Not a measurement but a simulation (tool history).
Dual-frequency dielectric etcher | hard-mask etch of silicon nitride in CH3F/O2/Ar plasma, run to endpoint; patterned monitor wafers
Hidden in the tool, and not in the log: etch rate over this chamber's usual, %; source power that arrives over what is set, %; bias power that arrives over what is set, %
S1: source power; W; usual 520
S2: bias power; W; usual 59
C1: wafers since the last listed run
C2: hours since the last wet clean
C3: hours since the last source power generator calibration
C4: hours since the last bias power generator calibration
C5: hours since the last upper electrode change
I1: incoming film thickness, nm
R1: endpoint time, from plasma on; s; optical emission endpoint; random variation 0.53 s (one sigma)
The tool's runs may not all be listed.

| run | hour | S1 | S2 | C1 | C2 | C3 | C4 | C5 | I1 | R1 |
|---|---|---|---|---|---|---|---|---|---|---|
| 1 | 0 | 520 | 59 | 0 | 52.2 | 1370.3 | 1610.1 | 5076.1 | 55.7 | 87.4 |
| 2 | 13.9 | 520 | 59 | 103 | 66.1 | 1384.2 | 1624 | 5090 | 55.1 | 87.2 |
| 3 | 39 | 520 | 59 | 186 | 91.2 | 1409.3 | 1649.1 | 5115.1 | 55.9 | 88.4 |
| 4 | 65.8 | 520 | 59 | 198 | 118 | 1436.1 | 1675.9 | 5141.9 | 55.4 | 87.5 |
| 5 | 92.1 | 600 | 69 | 195 | 144.3 | 1462.4 | 1702.2 | 5168.2 | 55.1 | 79.8 |
| 6 | 108.9 | 600 | 69 | 124 | 161.1 | 1479.2 | 1719 | 5185 | 54.8 | 80.3 |
| 7 | 165.8 | 600 | 69 | 422 | 218 | 1536.1 | 1775.9 | 5241.9 | 56.1 | 81.8 |
| 8 | 188.6 | 520 | 48 | 169 | 240.8 | 1558.9 | 1798.7 | 5264.7 | 55.5 | 95.1 |
| 9 | 218.4 | 520 | 48 | 221 | 270.6 | 1588.7 | 1828.5 | 5294.5 | 55.4 | 94.5 |
| 10 | 234.9 | 520 | 48 | 122 | 287.1 | 1605.2 | 1845 | 5311 | 55.5 | 95.3 |
| 11 | 248.6 | 520 | 59 | 101 | 300.8 | 1618.9 | 1858.7 | 5324.7 | 55.5 | 89.2 |
| 12 | 264.9 | 520 | 59 | 120 | 317.1 | 1635.2 | 1875 | 5341 | 55.9 | 90.1 |
| 13 | 277.3 | 520 | 59 | 92 | 329.5 | 1647.6 | 1887.4 | 5353.4 | 55.9 | 90.9 |
| 14 | 299 | 440 | 49 | 161 | 351.2 | 1669.3 | 1909.1 | 5375.1 | 55 | 98.2 |
|  | 310.5 | bias power generator calibrated |
|  | 313.3 | source power generator calibrated |
| 15 | 313.8 | 520 | 59 | 59 | 366 | 0.5 | 3.3 | 5389.9 | 55.4 | 89.8 |
| 16 | 396.2 | 520 | 59 | 611 | 448.4 | 82.9 | 85.7 | 5472.3 | 55.1 | 90.4 |
| 17 | 419 | 520 | 59 | 169 | 471.2 | 105.7 | 108.5 | 5495.1 | 55.9 | 91.9 |
| 18 | 446 | 520 | 68 | 200 | 498.2 | 132.7 | 135.5 | 5522.1 | 56.1 | 87.9 |
| 19 | 460.5 | 390 | 51 | 107 | 512.7 | 147.2 | 150 | 5536.6 | 55.2 | 101.5 |
| 20 | 488.2 | 470 | 71 | 205 | 540.4 | 174.9 | 177.7 | 5564.3 | 55.3 | 87.7 |
| 21 | 518.9 | 440 | 52 | 227 | 571.1 | 205.6 | 208.4 | 5595 | 55.2 | 100 |
|  | 607.7 | wet clean of the chamber |
|  | 626.1 | upper electrode replaced |
| 22 | 626.6 | 470 | 59 | 484 | 18.9 | 313.3 | 316.1 | 0.5 | 55.3 | 89 |
| 23 | 626.9 | 410 | 46 | 2 | 19.2 | 313.6 | 316.4 | 0.8 | 55.5 | 99.1 |
| 24 | 639 | 480 | 46 | 89 | 31.3 | 325.7 | 328.5 | 12.9 | 55.2 | 95.7 |
| 25 | 670.1 | 410 | 71 | 230 | 62.4 | 356.8 | 359.6 | 44 | 55.1 | 86.7 |
| 26 | 685.5 | 520 | 59 | 114 | 77.8 | 372.2 | 375 | 59.4 | 55.9 | 88.6 |
| 27 | 708.2 | 610 | 54 | 168 | 100.5 | 394.9 | 397.7 | 82.1 | 55.6 | 86.6 |
| 28 | 737.4 | 520 | 66 | 216 | 129.7 | 424.1 | 426.9 | 111.3 | 55.6 | 85.1 |
| 29 | 770 | 410 | 69 | 241 | 162.3 | 456.7 | 459.5 | 143.9 | 55.3 | 88 |
| 30 | 802.3 | 600 | 73 | 239 | 194.6 | 489 | 491.8 | 176.2 | 55.8 | 80 |
| 31 | 836.4 | 640 | 71 | 253 | 228.7 | 523.1 | 525.9 | 210.3 | 55.8 | 80.6 |

5 ways to go on from here, each from the tool as it stands after run 31. What would each give?
| A | 836.8 | 520 | 51 | 2 | 229.1 | 523.5 | 526.3 | 210.7 | 54.7 | ? |
| B | 836.8 | 450 | 69 | 2 | 229.1 | 523.5 | 526.3 | 210.7 | 54.7 | ? |
| C | 836.8 | 590 | 50 | 2 | 229.1 | 523.5 | 526.3 | 210.7 | 54.7 | ? |
| D | 836.8 | 420 | 51 | 2 | 229.1 | 523.5 | 526.3 | 210.7 | 54.7 | ? |
| E | 836.8 | 470 | 47 | 2 | 229.1 | 523.5 | 526.3 | 210.7 | 54.7 | ? |

| run | R1 |
|---|---|
| A | 90.9 |
| B | 85.7 |
| C | 88.5 |
| D | 95.8 |
| E | 95.6 |
Without the tool's hidden state the same runs would have given:
| run | R1 |
|---|---|
| A | 88.8 |
| B | 83.7 |
| C | 86.4 |
| D | 93.6 |
| E | 93.3 |
